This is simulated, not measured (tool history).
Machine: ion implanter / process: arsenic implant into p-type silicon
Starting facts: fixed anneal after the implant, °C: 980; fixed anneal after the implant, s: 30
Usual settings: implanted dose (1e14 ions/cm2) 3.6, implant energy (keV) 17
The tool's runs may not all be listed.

| run | hour | implanted dose (1e14 ions/cm2) | implant energy (keV) | read-back reference wafer on the same gauge, sheet resistance | sheet resistance of the implanted and annealed layer (ohm/square) |
|---|---|---|---|---|---|
| 1 | 0 | 3.6 | 17 | 234.92 | 265.27 |
| 2 | 52.4 | 3.6 | 17 | 234.95 | 264.7 |
| 3 | 105.2 | 3.6 | 14.5 | 234.96 | 269.59 |
| 4 | 132.3 | 3.6 | 14.5 | 234.97 | 269.77 |
| 5 | 228.6 | 3.6 | 17 | 234.97 | 263.92 |
| 6 | 300.2 | 4.28 | 17 | 234.94 | 233.08 |
| 7 | 337.1 | 4.28 | 17 | 235.01 | 232.52 |
| 8 | 389.8 | 4.28 | 17 | 235.08 | 232.89 |
|  | 435.4 | extraction supply calibrated |
| 9 | 441.8 | 3.6 | 17 | 235.07 | 263.25 |
| 10 | 493.3 | 3.6 | 17 | 235.03 | 263.24 |
| 11 | 522.1 | 3.6 | 17 | 235.11 | 263.81 |
| 12 | 580.9 | 3.6 | 17 | 235.09 | 263.53 |
| 13 | 624.1 | 4.41 | 22 | 234.97 | 218.68 |
| 14 | 667.5 | 4.34 | 21 | 235.03 | 223.07 |
| 15 | 733.8 | 3.6 | 13 | 235.03 | 270.31 |
|  | 792 | gauge calibrated |
| 16 | 795.6 | 3.6 | 17 | 234.96 | 262.97 |
|  | 808.4 | Faraday cup replaced and dose calibrated |
| 17 | 837.7 | 2.91 | 17 | 234.93 | 317.27 |
| 18 | 885.7 | 4.37 | 12 | 234.9 | 243.26 |
| 19 | 951.2 | 2.52 | 23 | 235.03 | 337.6 |
| 20 | 987.5 | 3.27 | 19 | 235.29 | 283.05 |
| 21 | 1039 | 3.04 | 21 | 235.08 | 295.73 |
| 22 | 1070 | 4.48 | 23 | 235.05 | 218.67 |

4 options for the next run, each taken on its own from the tool as it stands now. Forecast them:
| A | 1070.4 | 3.6 | 15 | ? | ? |
| B | 1070.4 | 4.56 | 14.5 | ? | ? |
| C | 1070.4 | 4.47 | 12.5 | ? | ? |
| D | 1070.4 | 3.97 | 19.5 | ? | ? |

| run | read-back reference wafer on the same gauge, sheet resistance | sheet resistance of the implanted and annealed layer (ohm/square) |
|---|---|---|
| A | 234.98 | 270.25 |
| B | 234.98 | 228.14 |
| C | 234.98 | 235.08 |
| D | 234.98 | 243.47 |
Without the tool's hidden state the same runs would have given:
| run | sheet resistance of the implanted and annealed layer (ohm/square) |
|---|---|
| A | 274.33 |
| B | 231.39 |
| C | 238.44 |
| D | 247.1 |
